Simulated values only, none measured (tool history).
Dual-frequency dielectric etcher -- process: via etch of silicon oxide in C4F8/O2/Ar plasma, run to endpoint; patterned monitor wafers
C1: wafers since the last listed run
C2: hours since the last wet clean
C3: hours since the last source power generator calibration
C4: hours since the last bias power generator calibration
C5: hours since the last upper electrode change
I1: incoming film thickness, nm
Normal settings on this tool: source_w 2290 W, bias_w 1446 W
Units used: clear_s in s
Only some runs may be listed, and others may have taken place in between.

{"run": 1, "hour": 0.0, "source_w": 1920, "bias_w": 1446, "C1": 0, "C2": 459.3, "C3": 2380.6, "C4": 2986.2, "C5": 2781.9, "I1": 1597.2, "clear_s": 341.7}
{"run": 2, "hour": 15.6, "source_w": 1920, "bias_w": 1446, "C1": 58, "C2": 474.9, "C3": 2396.2, "C4": 3001.8, "C5": 2797.5, "I1": 1619.8, "clear_s": 347.4}
{"run": 3, "hour": 26.7, "source_w": 2290, "bias_w": 1446, "C1": 41, "C2": 486, "C3": 2407.3, "C4": 3012.9, "C5": 2808.6, "I1": 1597.7, "clear_s": 323.7}
{"run": 4, "hour": 33.8, "source_w": 2290, "bias_w": 1446, "C1": 26, "C2": 493.1, "C3": 2414.4, "C4": 3020, "C5": 2815.7, "I1": 1595.6, "clear_s": 322.5}
{"run": 5, "hour": 51.3, "source_w": 2290, "bias_w": 1446, "C1": 66, "C2": 510.6, "C3": 2431.9, "C4": 3037.5, "C5": 2833.2, "I1": 1598.5, "clear_s": 323}
{"hour": 63.4, "done": "bias power generator calibrated"}
{"run": 6, "hour": 66.3, "source_w": 2510, "bias_w": 1446, "C1": 41, "C2": 525.6, "C3": 2446.9, "C4": 2.9, "C5": 2848.2, "I1": 1604.6, "clear_s": 312.8}
{"hour": 98.9, "done": "upper electrode replaced"}
{"run": 7, "hour": 99.4, "source_w": 2510, "bias_w": 1446, "C1": 34, "C2": 558.7, "C3": 2480, "C4": 36, "C5": 0.5, "I1": 1585.9, "clear_s": 308.4}
{"hour": 124.6, "done": "source power generator calibrated"}
{"hour": 148.5, "done": "wet clean of the chamber"}
{"run": 8, "hour": 149.0, "source_w": 2040, "bias_w": 1319, "C1": 81, "C2": 0.5, "C3": 24.4, "C4": 85.6, "C5": 50.1, "I1": 1601.3, "clear_s": 325.2}
{"run": 9, "hour": 149.5, "source_w": 2470, "bias_w": 1573, "C1": 1, "C2": 1, "C3": 24.9, "C4": 86.1, "C5": 50.6, "I1": 1591.6, "clear_s": 294.1}
{"run": 10, "hour": 149.9, "source_w": 2640, "bias_w": 1698, "C1": 1, "C2": 1.4, "C3": 25.3, "C4": 86.5, "C5": 51, "I1": 1602.6, "clear_s": 285.9}
{"run": 11, "hour": 159.2, "source_w": 2010, "bias_w": 1249, "C1": 35, "C2": 10.7, "C3": 34.6, "C4": 95.8, "C5": 60.3, "I1": 1592.3, "clear_s": 331.7}
{"run": 12, "hour": 167.2, "source_w": 2450, "bias_w": 1634, "C1": 30, "C2": 18.7, "C3": 42.6, "C4": 103.8, "C5": 68.3, "I1": 1594.3, "clear_s": 291.5}
{"run": 13, "hour": 182.9, "source_w": 2290, "bias_w": 1446, "C1": 59, "C2": 34.4, "C3": 58.3, "C4": 119.5, "C5": 84, "I1": 1596.8, "clear_s": 307.8}
{"run": 14, "hour": 195.9, "source_w": 1970, "bias_w": 1142, "C1": 49, "C2": 47.4, "C3": 71.3, "C4": 132.5, "C5": 97, "I1": 1589.8, "clear_s": 336.4}
{"run": 15, "hour": 211.1, "source_w": 2290, "bias_w": 1446, "C1": 57, "C2": 62.6, "C3": 86.5, "C4": 147.7, "C5": 112.2, "I1": 1596.4, "clear_s": 307.7}

Forecast each of these 5 alternatives for the next run:
{"run": "A", "hour": 211.6, "source_w": 2430, "bias_w": 1446, "C1": 1, "C2": 63.1, "C3": 87, "C4": 148.2, "C5": 112.7, "I1": 1599.8, "clear_s": "?"}
{"run": "B", "hour": 211.6, "source_w": 2790, "bias_w": 1446, "C1": 1, "C2": 63.1, "C3": 87, "C4": 148.2, "C5": 112.7, "I1": 1599.8, "clear_s": "?"}
{"run": "C", "hour": 211.6, "source_w": 1830, "bias_w": 1768, "C1": 1, "C2": 63.1, "C3": 87, "C4": 148.2, "C5": 112.7, "I1": 1599.8, "clear_s": "?"}
{"run": "D", "hour": 211.6, "source_w": 2730, "bias_w": 1750, "C1": 1, "C2": 63.1, "C3": 87, "C4": 148.2, "C5": 112.7, "I1": 1599.8, "clear_s": "?"}
{"run": "E", "hour": 211.6, "source_w": 1850, "bias_w": 1721, "C1": 1, "C2": 63.1, "C3": 87, "C4": 148.2, "C5": 112.7, "I1": 1599.8, "clear_s": "?"}

run=A clear_s=302.8
run=B clear_s=287.3
run=C clear_s=323.7
run=D clear_s=279.5
run=E clear_s=324.2
What these runs would have given with no unlogged condition in the tool:
run=A clear_s=301.3
run=B clear_s=285.9
run=C clear_s=322.1
run=D clear_s=278.1
run=E clear_s=322.5
